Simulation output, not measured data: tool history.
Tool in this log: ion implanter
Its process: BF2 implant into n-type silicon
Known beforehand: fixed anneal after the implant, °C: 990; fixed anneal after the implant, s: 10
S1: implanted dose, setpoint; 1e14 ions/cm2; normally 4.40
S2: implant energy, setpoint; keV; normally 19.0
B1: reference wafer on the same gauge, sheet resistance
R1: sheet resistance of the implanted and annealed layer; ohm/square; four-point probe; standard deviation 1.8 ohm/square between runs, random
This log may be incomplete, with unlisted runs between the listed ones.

Run 1, hour 0.0: usual settings; B1 312.82. Result: R1 302.56 ohm/square.
Run 2, hour 32.2: usual settings; B1 312.83. Result: R1 306.74 ohm/square.
Run 3, hour 78.2: usual settings; B1 312.88. Result: R1 304.07 ohm/square.
Run 4, hour 105.6: usual settings but S2 22.0 keV; B1 313.31. Result: R1 291.59 ohm/square.
Run 5, hour 168.4: usual settings but S1 4.08 1e14 ions/cm2; B1 313.07. Result: R1 319.39 ohm/square.
Run 6, hour 302.3: usual settings but S1 4.08 1e14 ions/cm2; B1 314.08. Result: R1 320.70 ohm/square.
Run 7, hour 335.7: usual settings but S1 4.08 1e14 ions/cm2; B1 313.07. Result: R1 319.34 ohm/square.
Run 8, hour 366.0: usual settings but S1 3.74 1e14 ions/cm2; B1 313.01. Result: R1 334.81 ohm/square.
Run 9, hour 426.8: usual settings but S1 3.51 1e14 ions/cm2; B1 312.55. Result: R1 347.98 ohm/square.
Run 10, hour 489.8: usual settings but S1 3.51 1e14 ions/cm2; B1 312.84. Result: R1 348.63 ohm/square.
At hour 505.3: extraction supply calibrated.
Run 11, hour 676.2: usual settings but S2 14.5 keV; B1 312.89. Result: R1 326.68 ohm/square.
Run 12, hour 722.2: usual settings; B1 312.88. Result: R1 303.48 ohm/square.
Run 13, hour 775.9: usual settings; B1 312.45. Result: R1 303.43 ohm/square.
At hour 821.5: gauge calibrated.
Run 14, hour 846.7: usual settings; B1 313.51. Result: R1 305.73 ohm/square.
Run 15, hour 896.7: usual settings but S1 4.02 1e14 ions/cm2; B1 313.38. Result: R1 319.46 ohm/square.
Run 16, hour 957.2: usual settings but S1 3.52 1e14 ions/cm2, S2 13.0 keV; B1 313.58. Result: R1 387.10 ohm/square.
Run 17, hour 998.7: usual settings but S1 5.28 1e14 ions/cm2, S2 13.5 keV; B1 313.23. Result: R1 311.90 ohm/square.
Run 18, hour 1062.0: usual settings but S1 3.37 1e14 ions/cm2, S2 16.0 keV; B1 312.78. Result: R1 369.20 ohm/square.
Run 19, hour 1096.4: usual settings; B1 312.58. Result: R1 306.52 ohm/square.
Run 20, hour 1151.6: usual settings but S1 3.45 1e14 ions/cm2; B1 313.04. Result: R1 353.79 ohm/square.
Run 21, hour 1199.1: usual settings; B1 313.34. Result: R1 303.34 ohm/square.
Run 22, hour 1229.9: usual settings but S1 4.98 1e14 ions/cm2, S2 25.5 keV; B1 312.71. Result: R1 261.38 ohm/square.
Run 23, hour 1272.3: usual settings but S2 24.5 keV; B1 312.59. Result: R1 286.11 ohm/square.
Run 24, hour 1303.1: usual settings but S1 5.37 1e14 ions/cm2, S2 13.0 keV; B1 312.15. Result: R1 318.84 ohm/square.
At hour 1324.2: Faraday cup replaced and dose calibrated.
Run 25, hour 1349.7: usual settings but S1 3.70 1e14 ions/cm2, S2 15.5 keV; B1 313.50. Result: R1 355.17 ohm/square.
Run 26, hour 1404.4: usual settings; B1 312.62. Result: R1 305.22 ohm/square.
Run 27, hour 1440.9: usual settings; B1 313.46. Result: R1 303.65 ohm/square.
Run 28, hour 1502.2: usual settings but S1 4.85 1e14 ions/cm2, S2 17.0 keV; B1 313.24. Result: R1 302.76 ohm/square.
Run 29, hour 1548.5: usual settings but S1 3.23 1e14 ions/cm2; B1 313.17. Result: R1 370.06 ohm/square.
Run 30, hour 1603.0: usual settings but S1 3.98 1e14 ions/cm2; B1 312.95. Result: R1 320.39 ohm/square.
Run 31, hour 1672.9: usual settings but S1 3.52 1e14 ions/cm2, S2 13.0 keV; B1 312.15. Result: R1 385.73 ohm/square.
Run 32, hour 1716.4: usual settings; B1 313.11. Result: R1 304.20 ohm/square.
Run 33, hour 1757.9: usual settings but S1 5.16 1e14 ions/cm2, S2 13.5 keV; B1 313.75. Result: R1 317.25 ohm/square.
Run 34, hour 1901.0: usual settings; B1 312.90. Result: R1 302.77 ohm/square.
Run 35, hour 1940.1: usual settings; B1 313.37. Result: R1 304.26 ohm/square.
Run 36, hour 1987.2: usual settings but S1 4.90 1e14 ions/cm2, S2 13.5 keV; B1 312.79. Result: R1 323.49 ohm/square.

Each row is a separate what-if for the run after 36, all from the same tool condition, not one after another. Results?
Run A, hour 1987.6: usual settings but S1 3.38 1e14 ions/cm2; B1 ?. Result: R1 ?.
Run B, hour 1987.6: usual settings but S1 4.76 1e14 ions/cm2, S2 24.5 keV; B1 ?. Result: R1 ?.
Run C, hour 1987.6: usual settings but S1 3.81 1e14 ions/cm2; B1 ?. Result: R1 ?.
Run D, hour 1987.6: usual settings but S1 5.21 1e14 ions/cm2, S2 13.5 keV; B1 ?. Result: R1 ?.
Run E, hour 1987.6: usual settings but S1 3.46 1e14 ions/cm2, S2 23.0 keV; B1 ?. Result: R1 ?.

run      B1      R1
  A  313.04  361.59
  B  313.04  272.09
  C  313.04  333.34
  D  313.04  316.78
  E  313.04  345.84
With no hidden state in the tool, these same runs would have given:
run      R1
  A  361.59
  B  272.09
  C  333.34
  D  316.78
  E  345.84
